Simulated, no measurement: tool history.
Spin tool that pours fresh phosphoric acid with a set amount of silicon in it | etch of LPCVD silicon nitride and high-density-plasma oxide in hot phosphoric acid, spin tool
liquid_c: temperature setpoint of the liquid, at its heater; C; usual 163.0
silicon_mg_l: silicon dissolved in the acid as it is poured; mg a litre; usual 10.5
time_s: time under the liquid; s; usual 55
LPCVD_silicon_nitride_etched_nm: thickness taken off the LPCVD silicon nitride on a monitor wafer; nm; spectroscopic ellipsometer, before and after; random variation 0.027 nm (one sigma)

run     day  liquid_c  silicon_mg_l  time_s  wafers since the last listed run  hours since the thermometer was replaced  hours since the dissolved silicon flow meter was replaced  hours since the heated supply line was repaired  hours since the gauge calibration  read-back film thickness of the LPCVD silicon nitride reference wafer, read on the same gauge (nm)  LPCVD_silicon_nitride_etched_nm
  1   0.000     163.0          10.5      55                                 0                                    2133.4                                                      927.5                                           2604.9                              132.1                                                                                              130.02                             5.63
  2   1.308     163.0          10.5      55                               315                                    2164.8                                                      958.9                                           2636.3                              163.5                                                                                              129.98                             5.65
  3   2.583     163.0          10.5      55                               307                                    2195.4                                                      989.5                                           2666.9                              194.1                                                                                              130.01                             5.69
  4   3.846     163.0          10.5      55                               303                                    2225.7                                                     1019.8                                           2697.2                              224.4                                                                                              130.02                             5.67
  5   5.654     163.0          10.5      55                               435                                    2269.1                                                     1063.2                                           2740.6                              267.8                                                                                              130.01                             5.63
      6.821  -- gauge calibrated
  6   7.104     163.0          10.5      55                               349                                    2303.9                                                     1098.0                                           2775.4                                6.8                                                                                              130.00                             5.58
  7   7.646     163.0          10.5      55                               130                                    2316.9                                                     1111.0                                           2788.4                               19.8                                                                                              129.99                             5.61
      8.029  -- thermometer replaced
      8.138  -- dissolved silicon flow meter replaced
      8.775  -- heated supply line repaired
  8   8.879     163.0          10.5      55                               266                                      20.4                                                       17.8                                              2.5                               49.4                                                                                              130.00                             6.43
  9   9.846     163.0          10.5      55                               232                                      43.6                                                       41.0                                             25.7                               72.6                                                                                              129.99                             6.44
 10  10.521     163.0          10.5      55                               162                                      59.8                                                       57.2                                             41.9                               88.8                                                                                              130.00                             6.36
 11  11.517     165.0          10.5      25                               239                                      83.7                                                       81.1                                             65.8                              112.7                                                                                              129.98                             3.11
 12  12.225     165.0           5.5      25                               170                                     100.7                                                       98.1                                             82.8                              129.7                                                                                              129.99                             3.11
 13  12.904     165.5           5.0      30                               163                                     117.0                                                      114.4                                             99.1                              146.0                                                                                              129.99                             3.76
 14  14.312     164.0          10.5      20                               339                                     150.8                                                      148.2                                            132.9                              179.8                                                                                              130.03                             2.39
 15  15.500     165.0          10.5      80                               285                                     179.3                                                      176.7                                            161.4                              208.3                                                                                              129.97                             9.85
 16  16.042     163.0          10.5      55                               130                                     192.3                                                      189.7                                            174.4                              221.3                                                                                              130.01                             6.35
 17  17.067     163.0          10.5      55                               246                                     216.9                                                      214.3                                            199.0                              245.9                                                                                              130.02                             6.37
 18  18.321     161.0          10.5      25                               301                                     247.0                                                      244.4                                            229.1                              276.0                                                                                              129.99                             2.70

Forecast each of these 4 alternatives for the next run:
  A  18.338     163.0          10.5      55                                 4                                     247.4                                                      244.8                                            229.5                              276.4                                                                                                   ?                                ?
  B  18.338     163.0          10.5      75                                 4                                     247.4                                                      244.8                                            229.5                              276.4                                                                                                   ?                                ?
  C  18.338     160.5          18.0      40                                 4                                     247.4                                                      244.8                                            229.5                              276.4                                                                                                   ?                                ?
  D  18.338     164.0          10.5      55                                 4                                     247.4                                                      244.8                                            229.5                              276.4                                                                                                   ?                                ?

run  read-back film thickness of the LPCVD silicon nitride reference wafer, read on the same gauge (nm)  LPCVD_silicon_nitride_etched_nm
  A                                                                                              129.99                             6.31
  B                                                                                              129.99                             8.61
  C                                                                                              129.99                             4.22
  D                                                                                              129.99                             6.53
Without the tool's hidden state the same runs would have given:
run  LPCVD_silicon_nitride_etched_nm
  A                             6.45
  B                             8.80
  C                             4.32
  D                             6.67
